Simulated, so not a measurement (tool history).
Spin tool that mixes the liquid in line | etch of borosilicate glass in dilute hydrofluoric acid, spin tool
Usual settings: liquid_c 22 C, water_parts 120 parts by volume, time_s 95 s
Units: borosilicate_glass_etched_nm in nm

| run | hour | liquid_c | water_parts | time_s | read-back film thickness of the borosilicate glass reference wafer, read on the same gauge (nm) | borosilicate_glass_etched_nm |
|---|---|---|---|---|---|---|
| 1 | 0 | 24.5 | 120 | 95 | 80.01 | 21.07 |
| 2 | 10.6 | 22 | 120 | 130 | 79.96 | 25.99 |
| 3 | 26.1 | 22 | 120 | 95 | 80 | 18.92 |
| 4 | 41 | 22 | 120 | 95 | 79.99 | 19.15 |
| 5 | 55.9 | 22 | 120 | 95 | 79.99 | 18.98 |
| 6 | 70.7 | 22 | 120 | 95 | 79.98 | 19.2 |
| 7 | 78.7 | 22 | 120 | 95 | 80.02 | 19.33 |
| 8 | 90.6 | 22 | 120 | 95 | 80.03 | 19.05 |
| 9 | 100 | 22 | 160 | 95 | 80.02 | 13.49 |
| 10 | 106.1 | 22 | 120 | 95 | 79.99 | 18.87 |
| 11 | 123.5 | 26 | 100 | 60 | 80.01 | 17.39 |
| 12 | 130.3 | 22 | 180 | 95 | 80.04 | 11.78 |
| 13 | 141.2 | 22 | 120 | 95 | 80.02 | 18.97 |
| 14 | 154.7 | 22 | 120 | 115 | 80.03 | 23.18 |
| 15 | 169.8 | 26.5 | 120 | 95 | 80.01 | 22.8 |
| 16 | 177.6 | 22 | 120 | 95 | 80.05 | 19.19 |
| 17 | 192.4 | 17.5 | 170 | 95 | 80.01 | 10.8 |
| 18 | 198.5 | 26.5 | 170 | 95 | 79.99 | 15.08 |
| 19 | 212.4 | 22 | 180 | 45 | 80 | 5.66 |
| 20 | 222.1 | 18 | 120 | 95 | 80.03 | 16.04 |
| 21 | 232.7 | 22 | 120 | 110 | 79.99 | 22.26 |
| 22 | 277.5 | 22 | 120 | 95 | 79.98 | 19.27 |
| 23 | 293.4 | 22 | 120 | 95 | 80.02 | 19.11 |
| 24 | 300.1 | 22 | 120 | 95 | 80 | 19.15 |
| 25 | 309.1 | 25.5 | 120 | 95 | 80.01 | 21.77 |
| 26 | 323.6 | 24 | 120 | 70 | 79.99 | 15.12 |
| 27 | 331.4 | 22 | 120 | 95 | 80.03 | 18.95 |
| 28 | 347.4 | 25.5 | 175 | 95 | 79.99 | 14.06 |
| 29 | 355.3 | 23.5 | 120 | 70 | 80.01 | 14.93 |
| 30 | 362.2 | 22 | 120 | 60 | 79.99 | 12.13 |
| 31 | 373.1 | 23.5 | 120 | 95 | 79.97 | 20.26 |
| 32 | 389.4 | 20.5 | 120 | 95 | 80 | 17.91 |
| 33 | 404.6 | 22 | 90 | 65 | 79.98 | 18 |
| 34 | 416.5 | 20.5 | 80 | 50 | 79.96 | 14.75 |

Not shown: 3 entries that the log had between the listed runs. Between which runs, and how does the tool's hidden state differ before and after?
Between runs 10 and 11: gauge calibrated (hour 112.7)
  no hidden state differs between the two runs
Between runs 14 and 15: hydrofluoric acid flow meter replaced (hour 169.3)
  no hidden state differs between the two runs
Between runs 15 and 16: thermometer replaced (hour 176.3)
  no hidden state differs between the two runs

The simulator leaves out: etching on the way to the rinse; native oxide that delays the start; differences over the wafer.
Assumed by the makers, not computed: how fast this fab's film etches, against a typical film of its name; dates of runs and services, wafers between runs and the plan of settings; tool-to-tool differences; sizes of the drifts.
